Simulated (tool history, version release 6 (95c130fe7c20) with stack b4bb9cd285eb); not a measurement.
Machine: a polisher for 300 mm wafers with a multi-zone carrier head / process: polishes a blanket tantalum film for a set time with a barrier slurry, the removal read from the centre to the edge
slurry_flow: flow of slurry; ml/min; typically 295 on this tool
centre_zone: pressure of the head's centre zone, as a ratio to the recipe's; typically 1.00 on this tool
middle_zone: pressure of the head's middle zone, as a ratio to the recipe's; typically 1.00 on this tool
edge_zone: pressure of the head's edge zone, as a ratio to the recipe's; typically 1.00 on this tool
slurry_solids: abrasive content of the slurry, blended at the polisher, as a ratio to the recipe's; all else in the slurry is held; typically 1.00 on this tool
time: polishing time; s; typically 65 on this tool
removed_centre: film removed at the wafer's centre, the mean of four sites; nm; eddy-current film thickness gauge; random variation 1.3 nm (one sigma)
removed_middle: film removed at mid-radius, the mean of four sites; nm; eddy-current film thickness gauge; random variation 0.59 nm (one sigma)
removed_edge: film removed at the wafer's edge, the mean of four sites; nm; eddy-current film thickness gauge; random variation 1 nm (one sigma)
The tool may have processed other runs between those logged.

run   hour  slurry_flow  centre_zone  middle_zone  edge_zone  slurry_solids  time  incoming thickness of the incoming film, nm  removed_centre  removed_middle  removed_edge
  1    0.0          295         1.00         1.00       1.00           1.00    65                                        400.3            81.3            79.9          80.0
      28.6  -- worn pad replaced by a new one
  2   29.6          295         1.00         1.00       1.00           1.00    65                                        395.9            94.3            89.7          92.1
  3   47.5          295         1.00         1.05       1.00           1.00    65                                        393.2            87.6            89.4          88.5
  4   65.9          295         1.00         1.05       1.00           1.00    65                                        401.8            84.3            85.6          86.2
  5   84.4          295         1.00         1.00       1.09           1.00    65                                        408.1            83.7            82.2          84.1
  6  103.2          295         1.00         1.00       1.09           1.00    65                                        408.1            81.7            79.4          85.3
     122.3  -- edge zone pressure recalibrated
  7  122.8          295         1.00         1.00       1.09           1.00    65                                        402.1            80.1            79.4          82.9
     128.4  -- centre zone pressure recalibrated
  8  142.8          295         1.00         1.00       1.00           1.10    65                                        401.2            82.2            80.7          81.9
     160.4  -- worn pad replaced by a new one
  9  171.0          295         1.00         1.00       1.00           1.10    65                                        397.5            87.6            87.2          89.9
 10  186.1          205         1.00         1.09       0.95           1.10    65                                        398.3            82.5            85.7          79.9
 11  221.3          385         1.10         1.00       1.00           1.00    57                                        394.3            80.8            70.9          73.0
 12  239.4          295         1.00         1.00       1.00           1.00    49                                        403.2            59.9            58.3          59.2
     251.1  -- carrier head's membrane replaced by a new one
 13  261.3          295         1.00         1.00       1.00           0.90    65                                        400.6            76.0            74.0          77.6
     276.2  -- slurry nozzle cleaned
 14  284.6          295         1.00         1.00       1.00           0.75    45                                        400.0            52.4            50.7          52.0
     294.6  -- worn pad replaced by a new one
 15  305.0          380         1.03         1.00       1.04           1.25    65                                        404.5           101.8            94.4          96.4
 16  328.0          325         1.00         1.00       1.00           1.00    65                                        398.2            87.7            85.1          86.3
 17  352.7          295         1.00         1.00       0.96           1.25    65                                        403.4            87.2            84.9          86.0
 18  368.5          295         1.00         1.00       1.00           1.00    65                                        399.4            84.0            80.7          82.7
 19  386.2          295         1.00         1.00       1.09           1.00    65                                        397.8            85.1            79.3          82.5
     404.8  -- worn pad replaced by a new one
 20  412.2          295         1.00         1.00       1.00           1.00    65                                        403.3            89.4            86.8          88.7
 21  445.4          295         1.04         1.10       1.00           1.00    48                                        400.4            63.6            65.0          61.3
 22  460.2          295         1.00         0.89       1.00           1.00    65                                        402.4            83.4            73.1          81.8

Forecast each of these 4 alternatives for the next run:
  A  460.6          295         1.00         1.00       1.00           1.00    65                                        398.6               ?               ?             ?
  B  460.6          205         1.04         1.00       1.07           1.00    56                                        398.6               ?               ?             ?
  C  460.6          295         1.00         1.10       1.00           1.00    65                                        398.6               ?               ?             ?
  D  460.6          295         1.00         1.00       0.93           1.20    65                                        398.6               ?               ?             ?

run  removed_centre  removed_middle  removed_edge
  A            81.5            81.3          81.7
  B            69.6            67.0          69.5
  C            81.6            86.9          81.6
  D            85.2            85.0          83.5
What these runs would have given with no unlogged condition in the tool:
run  removed_centre  removed_middle  removed_edge
  A            92.4            92.1          92.3
  B            79.2            76.2          78.8
  C            92.5            98.5          92.2
  D            96.6            96.2          94.3
